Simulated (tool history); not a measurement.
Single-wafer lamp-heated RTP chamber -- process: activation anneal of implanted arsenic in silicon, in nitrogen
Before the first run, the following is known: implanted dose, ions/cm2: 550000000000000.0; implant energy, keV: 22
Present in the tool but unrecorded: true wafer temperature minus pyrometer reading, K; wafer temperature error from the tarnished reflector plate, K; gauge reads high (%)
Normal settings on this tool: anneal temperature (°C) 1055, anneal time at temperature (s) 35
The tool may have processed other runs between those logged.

run     day  anneal temperature (°C)  anneal time at temperature (s)  wafers since the last listed run  wafers since the last pyrometer calibration  wafers since the reflector plate was cleaned  hours since the gauge calibration  read-back reference wafer on the same gauge, sheet resistance  sheet resistance of the implanted and annealed layer (ohm/square)
  1       0                     1055                              35                                 0                                            6                                          3277                                718                                                         181.08                                                              194.2
  2   0.725                     1055                              35                               255                                          262                                          3533                              735.4                                                         180.89                                                             192.29
  3   1.483                     1055                              35                               267                                          529                                          3800                              753.6                                                         181.17                                                             192.23
  4   2.075                     1070                              29                               208                                          737                                          4008                              767.8                                                         181.27                                                             192.64
  5   3.508                     1070                              29                               504                                         1242                                          4513                              802.2                                                         180.74                                                             191.32
  6   4.721                     1055                              20                               427                                         1670                                          4940                              831.3                                                         181.17                                                             198.61
  7   5.338                     1055                              20                               217                                         1887                                          5158                              846.1                                                         180.65                                                             197.38
  8   6.833                     1055                              35                               526                                         2414                                          5685                                882                                                         180.76                                                             193.58
  9   8.038                     1055                              35                               424                                         2838                                          6109                              910.9                                                         180.74                                                             194.27
 10   8.725                     1055                              35                               242                                         3080                                          6351                              927.4                                                         180.95                                                             192.68
      9.425  -- reflector plate cleaned
     10.904  -- pyrometer window cleaned and pyrometer calibrated
 11  12.662                     1055                              35                              1152                                          619                                          1023                             1021.9                                                         180.95                                                             193.49
 12  16.146                     1055                              41                              1227                                         1847                                          2251                             1105.5                                                         181.13                                                             192.58
 13  16.888                     1055                              41                               261                                         2108                                          2512                             1123.3                                                         181.29                                                             191.96
     16.912  -- gauge calibrated
 14  17.662                     1055                              41                               273                                         2381                                          2785                                 18                                                         181.22                                                             192.65
 15  18.975                     1066                              35                               462                                         2843                                          3247                               49.5                                                         181.19                                                             189.66
     20.258  -- pyrometer window cleaned and pyrometer calibrated
 16  20.279                     1055                              27                               342                                            7                                          3589                               80.8                                                         181.07                                                             195.28
 17  21.029                     1045                              35                               264                                          271                                          3854                               98.8                                                         180.95                                                             195.14
 18  22.138                     1082                              16                               390                                          662                                          4244                              125.4                                                         180.99                                                             195.13
 19  22.771                     1055                              54                               223                                          885                                          4467                              140.6                                                         180.85                                                             189.08
 20  23.717                     1055                              35                               333                                         1218                                          4800                              163.3                                                         181.14                                                             193.28
 21  24.575                     1055                              35                               302                                         1520                                          5103                              183.9                                                         180.88                                                             192.82
 22  25.604                     1055                              35                               362                                         1883                                          5465                              208.6                                                         180.96                                                             194.89
 23  26.342                     1034                              35                               259                                         2143                                          5725                              226.3                                                         181.27                                                             197.36
 24  27.154                     1055                              35                               286                                         2429                                          6011                              245.8                                                         180.86                                                             191.38
 25  28.462                     1047                              35                               460                                         2890                                          6472                              277.2                                                         180.99                                                             195.35
 26  29.292                     1055                              35                               292                                         3182                                          6764                              297.1                                                          180.9                                                             194.29
 27  30.329                     1055                              35                               365                                         3548                                          7130                                322                                                         180.99                                                             192.26
     31.212  -- pyrometer window cleaned and pyrometer calibrated
     31.483  -- reflector plate cleaned
 28  31.504                     1038                              14                               200                                            6                                             6                              350.2                                                         180.84                                                             204.94
 29  32.367                     1037                              47                               303                                          310                                           310                              370.9                                                         181.14                                                             192.12
 30   33.65                     1055                              35                               452                                          762                                           762                              401.7                                                         181.18                                                                193
 31  34.725                     1064                              16                               378                                         1141                                          1141                              427.5                                                         181.26                                                             198.13
 32  35.596                     1026                              35                               306                                         1448                                          1448                              448.4                                                         180.99                                                             199.01
 33  37.021                     1043                              26                               502                                         1950                                          1950                              482.6                                                         180.99                                                             198.33
 34    38.4                     1055                              35                               485                                         2436                                          2436                              515.7                                                          181.2                                                             191.82
 35  39.154                     1037                              23                               265                                         2701                                          2701                              533.8                                                         180.98                                                             200.26
 36  40.538                     1071                              35                               487                                         3189                                          3189                                567                                                         180.83                                                                190
 37  41.383                     1066                              35                               297                                         3487                                          3487                              587.3                                                         180.73                                                             190.25

List, for all runs, the conditions of the tool that the log does not record:
true wafer temperature minus pyrometer reading, K: 0, the same for each run
wafer temperature error from the tarnished reflector plate, K: 0, the same for each run
gauge reads high (%): 0, the same for each run
